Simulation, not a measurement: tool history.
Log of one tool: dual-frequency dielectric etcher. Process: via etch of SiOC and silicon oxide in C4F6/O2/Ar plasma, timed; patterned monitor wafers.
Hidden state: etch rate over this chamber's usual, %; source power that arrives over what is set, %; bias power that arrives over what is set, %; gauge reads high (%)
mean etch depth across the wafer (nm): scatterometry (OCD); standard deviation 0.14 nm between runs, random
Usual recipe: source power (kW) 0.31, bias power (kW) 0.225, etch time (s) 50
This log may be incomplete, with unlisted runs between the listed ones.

run	hour	source power (kW)	bias power (kW)	etch time (s)	wafers since the last listed run	hours since the last wet clean	hours since the last source power generator calibration	hours since the last bias power generator calibration	hours since the last upper electrode change	hours since the gauge calibration	read-back reference wafer on the same gauge, depth_nm	mean etch depth across the wafer (nm)
1	0	0.31	0.225	50	0	102.7	2375	3756.3	2201.9	477.9	43.3	48.9
2	13	0.31	0.225	50	128	115.7	2388	3769.3	2214.9	490.9	43.3	48.6
3	38.7	0.31	0.225	50	253	141.4	2413.7	3795	2240.6	516.6	43.3	48.5
# hour 39.5: gauge calibrated
4	51.1	0.31	0.225	50	122	153.8	2426.1	3807.4	2253	11.6	43.3	48.7
5	81.4	0.31	0.225	50	299	184.1	2456.4	3837.7	2283.3	41.9	43.3	48.4
6	112.4	0.31	0.225	50	306	215.1	2487.4	3868.7	2314.3	72.9	43.3	48.4
7	134.7	0.31	0.225	50	220	237.4	2509.7	3891	2336.6	95.2	43.3	48.2
8	164.6	0.31	0.203	50	295	267.3	2539.6	3920.9	2366.5	125.1	43.3	46.1
# hour 184.6: bias power generator calibrated
9	191.8	0.31	0.203	50	229	294.5	2566.8	7.2	2393.7	152.3	43.3	45.8
10	218.1	0.31	0.188	50	259	320.8	2593.1	33.5	2420	178.6	43.3	44.5
11	252.3	0.31	0.188	50	337	355	2627.3	67.7	2454.2	212.8	43.3	44.4
# hour 300: wet clean of the chamber
12	336.5	0.31	0.192	50	594	36.5	2711.5	151.9	2538.4	297	43.3	46.4
13	349	0.31	0.225	50	123	49	2724	164.4	2550.9	309.5	43.3	49.3
14	382.8	0.27	0.248	41.5	333	82.8	2757.8	198.2	2584.7	343.3	43.3	40.9
15	397.8	0.31	0.225	50	148	97.8	2772.8	213.2	2599.7	358.3	43.3	49.3
# hour 414: source power generator calibrated
16	422.4	0.39	0.225	50	203	122.4	8.4	237.8	2624.3	382.9	43.3	53
17	436.6	0.28	0.225	42	140	136.6	22.6	252	2638.5	397.1	43.3	40
18	452.1	0.31	0.225	50	153	152.1	38.1	267.5	2654	412.6	43.3	49.2
19	472.9	0.28	0.172	59	205	172.9	58.9	288.3	2674.8	433.4	43.3	50
# hour 506.4: upper electrode replaced, of another model than before
20	506.9	0.31	0.239	50	98	206.9	92.9	322.3	0.5	467.4	43.3	50.8

What does the tool deliver on the next run?
# hour 529.1: gauge calibrated
21	531	0.28	0.278	50	238	231	117	346.4	24.6	1.9	?	?

{"run 21": {"read-back reference wafer on the same gauge, depth_nm": 43.3, "mean etch depth across the wafer (nm)": 53.8}}
Without the tool's hidden state the same run would have given mean etch depth across the wafer (nm) 54.4.
